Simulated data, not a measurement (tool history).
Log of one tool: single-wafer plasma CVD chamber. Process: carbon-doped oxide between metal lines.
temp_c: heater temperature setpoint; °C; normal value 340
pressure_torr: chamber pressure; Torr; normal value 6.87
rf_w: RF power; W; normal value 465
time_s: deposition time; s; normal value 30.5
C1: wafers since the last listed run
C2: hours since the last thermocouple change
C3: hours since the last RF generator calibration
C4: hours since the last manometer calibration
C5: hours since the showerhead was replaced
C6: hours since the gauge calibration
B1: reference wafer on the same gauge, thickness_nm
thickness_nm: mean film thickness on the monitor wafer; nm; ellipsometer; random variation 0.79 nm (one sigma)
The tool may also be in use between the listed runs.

{"run": 1, "day": 0.0, "temp_c": 340, "pressure_torr": 6.87, "rf_w": 465, "time_s": 30.5, "C1": 0, "C2": 858, "C3": 1367.6, "C4": 2675.6, "C5": 3265, "C6": 306.8, "B1": 154.331, "thickness_nm": 167.214}
{"run": 2, "day": 0.904, "temp_c": 340, "pressure_torr": 6.87, "rf_w": 465, "time_s": 26.3, "C1": 584, "C2": 879.7, "C3": 1389.3, "C4": 2697.3, "C5": 3286.7, "C6": 328.5, "B1": 154.457, "thickness_nm": 144.432}
{"run": 3, "day": 2.342, "temp_c": 340, "pressure_torr": 6.87, "rf_w": 465, "time_s": 26.3, "C1": 929, "C2": 914.2, "C3": 1423.8, "C4": 2731.8, "C5": 3321.2, "C6": 363, "B1": 154.59, "thickness_nm": 145.063}
{"run": 4, "day": 3.058, "temp_c": 340, "pressure_torr": 6.87, "rf_w": 465, "time_s": 26.3, "C1": 463, "C2": 931.4, "C3": 1441, "C4": 2749, "C5": 3338.4, "C6": 380.2, "B1": 154.961, "thickness_nm": 144.562}
{"run": 5, "day": 3.862, "temp_c": 340, "pressure_torr": 6.87, "rf_w": 465, "time_s": 30.5, "C1": 520, "C2": 950.7, "C3": 1460.3, "C4": 2768.3, "C5": 3357.7, "C6": 399.5, "B1": 154.993, "thickness_nm": 166.977}
{"run": 6, "day": 5.275, "temp_c": 340, "pressure_torr": 6.87, "rf_w": 465, "time_s": 30.5, "C1": 913, "C2": 984.6, "C3": 1494.2, "C4": 2802.2, "C5": 3391.6, "C6": 433.4, "B1": 155.295, "thickness_nm": 167.594}
{"run": 7, "day": 5.883, "temp_c": 340, "pressure_torr": 6.87, "rf_w": 465, "time_s": 30.5, "C1": 393, "C2": 999.2, "C3": 1508.8, "C4": 2816.8, "C5": 3406.2, "C6": 448, "B1": 155.238, "thickness_nm": 167.522}
{"run": 8, "day": 6.808, "temp_c": 340, "pressure_torr": 6.87, "rf_w": 465, "time_s": 30.5, "C1": 598, "C2": 1021.4, "C3": 1531, "C4": 2839, "C5": 3428.4, "C6": 470.2, "B1": 155.444, "thickness_nm": 168.948}
{"run": 9, "day": 8.012, "temp_c": 340, "pressure_torr": 6.87, "rf_w": 465, "time_s": 30.5, "C1": 778, "C2": 1050.3, "C3": 1559.9, "C4": 2867.9, "C5": 3457.3, "C6": 499.1, "B1": 155.644, "thickness_nm": 168.244}
{"run": 10, "day": 9.175, "temp_c": 340, "pressure_torr": 6.87, "rf_w": 465, "time_s": 34.8, "C1": 751, "C2": 1078.2, "C3": 1587.8, "C4": 2895.8, "C5": 3485.2, "C6": 527, "B1": 155.632, "thickness_nm": 192.809}
{"run": 11, "day": 9.979, "temp_c": 340, "pressure_torr": 6.87, "rf_w": 465, "time_s": 34.8, "C1": 520, "C2": 1097.5, "C3": 1607.1, "C4": 2915.1, "C5": 3504.5, "C6": 546.3, "B1": 155.865, "thickness_nm": 194.04}
{"day": 10.392, "done": "showerhead replaced"}
{"run": 12, "day": 11.142, "temp_c": 340, "pressure_torr": 6.87, "rf_w": 465, "time_s": 34.8, "C1": 536, "C2": 1125.4, "C3": 1635, "C4": 2943, "C5": 18, "C6": 574.2, "B1": 155.904, "thickness_nm": 193.803}
{"run": 13, "day": 12.3, "temp_c": 340, "pressure_torr": 6.87, "rf_w": 465, "time_s": 30.5, "C1": 749, "C2": 1153.2, "C3": 1662.8, "C4": 2970.8, "C5": 45.8, "C6": 602, "B1": 156.207, "thickness_nm": 170.394}
{"run": 14, "day": 13.379, "temp_c": 345, "pressure_torr": 6.87, "rf_w": 465, "time_s": 36, "C1": 697, "C2": 1179.1, "C3": 1688.7, "C4": 2996.7, "C5": 71.7, "C6": 627.9, "B1": 156.387, "thickness_nm": 197.212}
{"run": 15, "day": 14.696, "temp_c": 340, "pressure_torr": 7.82, "rf_w": 465, "time_s": 30.5, "C1": 851, "C2": 1210.7, "C3": 1720.3, "C4": 3028.3, "C5": 103.3, "C6": 659.5, "B1": 156.593, "thickness_nm": 171.449}
{"day": 15.525, "done": "RF generator calibrated"}
{"day": 15.775, "done": "capacitance manometer re-zeroed and calibrated"}
{"run": 16, "day": 15.796, "temp_c": 340, "pressure_torr": 6.87, "rf_w": 465, "time_s": 30.5, "C1": 333, "C2": 1237.1, "C3": 6.5, "C4": 0.5, "C5": 129.7, "C6": 685.9, "B1": 156.734, "thickness_nm": 170.49}
{"run": 17, "day": 16.821, "temp_c": 332, "pressure_torr": 5.86, "rf_w": 545, "time_s": 32.4, "C1": 662, "C2": 1261.7, "C3": 31.1, "C4": 25.1, "C5": 154.3, "C6": 710.5, "B1": 156.734, "thickness_nm": 205.524}
{"run": 18, "day": 18.104, "temp_c": 340, "pressure_torr": 5.82, "rf_w": 465, "time_s": 30.5, "C1": 830, "C2": 1292.5, "C3": 61.9, "C4": 55.9, "C5": 185.1, "C6": 741.3, "B1": 157.117, "thickness_nm": 167.541}
{"run": 19, "day": 18.708, "temp_c": 345, "pressure_torr": 7.91, "rf_w": 465, "time_s": 30.5, "C1": 390, "C2": 1307, "C3": 76.4, "C4": 70.4, "C5": 199.6, "C6": 755.8, "B1": 157.048, "thickness_nm": 168.424}
{"run": 20, "day": 19.254, "temp_c": 340, "pressure_torr": 6.87, "rf_w": 465, "time_s": 30.5, "C1": 353, "C2": 1320.1, "C3": 89.5, "C4": 83.5, "C5": 212.7, "C6": 768.9, "B1": 157.306, "thickness_nm": 170.262}
{"day": 19.762, "done": "thermocouple changed; heater temperature recalibrated"}
{"run": 21, "day": 20.121, "temp_c": 340, "pressure_torr": 6.87, "rf_w": 465, "time_s": 36.1, "C1": 344, "C2": 8.6, "C3": 110.3, "C4": 104.3, "C5": 233.5, "C6": 789.7, "B1": 157.37, "thickness_nm": 200.768}
{"day": 20.425, "done": "gauge calibrated"}
{"run": 22, "day": 21.283, "temp_c": 355, "pressure_torr": 8.43, "rf_w": 510, "time_s": 25.7, "C1": 751, "C2": 36.5, "C3": 138.2, "C4": 132.2, "C5": 261.4, "C6": 20.6, "B1": 152.243, "thickness_nm": 144.346}
{"run": 23, "day": 24.479, "temp_c": 340, "pressure_torr": 6.87, "rf_w": 465, "time_s": 30.5, "C1": 2066, "C2": 113.2, "C3": 214.9, "C4": 208.9, "C5": 338.1, "C6": 97.3, "B1": 152.786, "thickness_nm": 165.411}
{"run": 24, "day": 25.533, "temp_c": 340, "pressure_torr": 6.87, "rf_w": 390, "time_s": 33, "C1": 681, "C2": 138.5, "C3": 240.2, "C4": 234.2, "C5": 363.4, "C6": 122.6, "B1": 152.889, "thickness_nm": 153.538}
{"run": 25, "day": 27.017, "temp_c": 352, "pressure_torr": 6.21, "rf_w": 465, "time_s": 30.5, "C1": 959, "C2": 174.1, "C3": 275.8, "C4": 269.8, "C5": 399, "C6": 158.2, "B1": 153.092, "thickness_nm": 158.521}
{"run": 26, "day": 27.733, "temp_c": 352, "pressure_torr": 8.15, "rf_w": 520, "time_s": 30.5, "C1": 463, "C2": 191.3, "C3": 293, "C4": 287, "C5": 416.2, "C6": 175.4, "B1": 153.356, "thickness_nm": 175.386}

Alternative continuations, all from the tool just after run 26; predict every row:
{"run": "A", "day": 27.75, "temp_c": 340, "pressure_torr": 8.45, "rf_w": 465, "time_s": 30.5, "C1": 10, "C2": 191.7, "C3": 293.4, "C4": 287.4, "C5": 416.6, "C6": 175.8, "B1": "?", "thickness_nm": "?"}
{"run": "B", "day": 27.75, "temp_c": 336, "pressure_torr": 6.87, "rf_w": 515, "time_s": 30.5, "C1": 10, "C2": 191.7, "C3": 293.4, "C4": 287.4, "C5": 416.6, "C6": 175.8, "B1": "?", "thickness_nm": "?"}
{"run": "C", "day": 27.75, "temp_c": 332, "pressure_torr": 5.49, "rf_w": 395, "time_s": 32.3, "C1": 10, "C2": 191.7, "C3": 293.4, "C4": 287.4, "C5": 416.6, "C6": 175.8, "B1": "?", "thickness_nm": "?"}
{"run": "D", "day": 27.75, "temp_c": 349, "pressure_torr": 7.4, "rf_w": 400, "time_s": 33.3, "C1": 10, "C2": 191.7, "C3": 293.4, "C4": 287.4, "C5": 416.6, "C6": 175.8, "B1": "?", "thickness_nm": "?"}

run=A B1=153.336 thickness_nm=168.838
run=B B1=153.336 thickness_nm=182.177
run=C B1=153.336 thickness_nm=155.019
run=D B1=153.336 thickness_nm=156.014
Take away the tool's hidden state, keep each run's random variation, and the runs would have read:
run=A thickness_nm=167.458
run=B thickness_nm=180.688
run=C thickness_nm=153.752
run=D thickness_nm=154.739

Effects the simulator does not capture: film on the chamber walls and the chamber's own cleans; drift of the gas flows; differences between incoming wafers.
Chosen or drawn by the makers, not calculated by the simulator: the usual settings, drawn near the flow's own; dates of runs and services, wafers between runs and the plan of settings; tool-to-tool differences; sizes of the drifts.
